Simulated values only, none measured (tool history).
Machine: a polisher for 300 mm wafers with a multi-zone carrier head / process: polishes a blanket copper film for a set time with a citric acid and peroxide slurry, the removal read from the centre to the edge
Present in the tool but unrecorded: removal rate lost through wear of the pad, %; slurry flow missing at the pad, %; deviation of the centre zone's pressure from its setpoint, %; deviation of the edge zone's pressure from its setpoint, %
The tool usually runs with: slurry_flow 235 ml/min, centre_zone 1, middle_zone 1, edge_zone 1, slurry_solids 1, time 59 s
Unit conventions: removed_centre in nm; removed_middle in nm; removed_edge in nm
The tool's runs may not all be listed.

run,hour,slurry_flow,centre_zone,middle_zone,edge_zone,slurry_solids,time,wafers since the last listed run,wafers polished on this pad,hours since the slurry nozzle was cleaned,hours since the centre zone pressure was calibrated,hours since the edge zone pressure was calibrated,hours since the carrier head's membrane was replaced,"incoming thickness of the incoming film, nm",removed_centre,removed_middle,removed_edge
1,0,170,1,1,1,1,59,0,592,115.7,1180.7,138.6,958.6,910.1,136.6,138.4,139
# hour 3.7: worn pad replaced by a new one
2,30.8,170,1,1,1,1,59,216,216,146.5,1211.5,169.4,989.4,921.2,133.1,138.6,141.2
3,51.2,170,1,1,1,1,59,163,380,166.9,1231.9,189.8,1009.8,905.9,131.6,134.4,135.5
4,64.3,205,1,1,1,1,59,105,485,180,1245,202.9,1022.9,908.3,138.3,141.2,140.5
# hour 80.4: worn pad replaced by a new one
5,81,235,1,1,1,1,59,101,4,196.7,1261.7,219.6,1039.6,922.7,138,144.1,145.2
6,116.9,235,1,1,1,1,59,287,292,232.6,1297.6,255.5,1075.5,895.7,140.7,141.4,141.8
# hour 132.9: slurry nozzle cleaned
7,151.6,235,1,1.09,1,1,59,270,562,18.7,1332.3,290.2,1110.2,918,150.8,161.9,148
# hour 172.9: worn pad replaced by a new one
# hour 174.5: carrier head's membrane replaced by a new one
8,179.6,205,1,1,1,1,59,179,40,46.7,1360.3,318.2,5.1,904.7,146,148.4,145.9
9,196.2,205,1,1,1,1,59,133,173,63.3,1376.9,334.8,21.7,902,145.5,146,148.3
10,222.3,265,1,0.9,1,1,59,209,382,89.4,1403,360.9,47.8,898.3,147,138.9,150.1
# hour 247.3: centre zone pressure recalibrated
# hour 254.7: worn pad replaced by a new one
# hour 257: edge zone pressure recalibrated
11,257.5,290,1.09,1.09,1,0.75,59,218,6,124.6,10.2,0.5,83,913.1,147.3,147.8,133.5
12,284.6,235,1.06,1,1,1,59,217,223,151.7,37.3,27.6,110.1,909.3,153.8,147,150
13,308.9,235,0.92,1,1,0.7,59,194,418,176,61.6,51.9,134.4,927.2,113.8,127.2,126.6
14,322.3,235,1.12,0.96,1,1.15,59,107,526,189.4,75,65.3,147.8,919.5,167.6,146.7,150.1

What if the next run were any one of these 3? Each begins from the tool's condition after run 14:
A,322.7,235,1,1,1,1,59,3,529,189.8,75.4,65.7,148.2,909.6,?,?,?
B,322.7,275,1,0.89,1,1.2,59,3,529,189.8,75.4,65.7,148.2,909.6,?,?,?
C,322.7,235,1,1,0.96,1.3,74,3,529,189.8,75.4,65.7,148.2,909.6,?,?,?

run,removed_centre,removed_middle,removed_edge
A,141.3,144.4,144.1
B,155.3,143.6,157
C,194,198.3,194
With no hidden state in the tool, these same runs would have given:
run,removed_centre,removed_middle,removed_edge
A,150.1,152.4,149.9
B,163.4,150.3,162.4
C,206.1,209.3,201.9
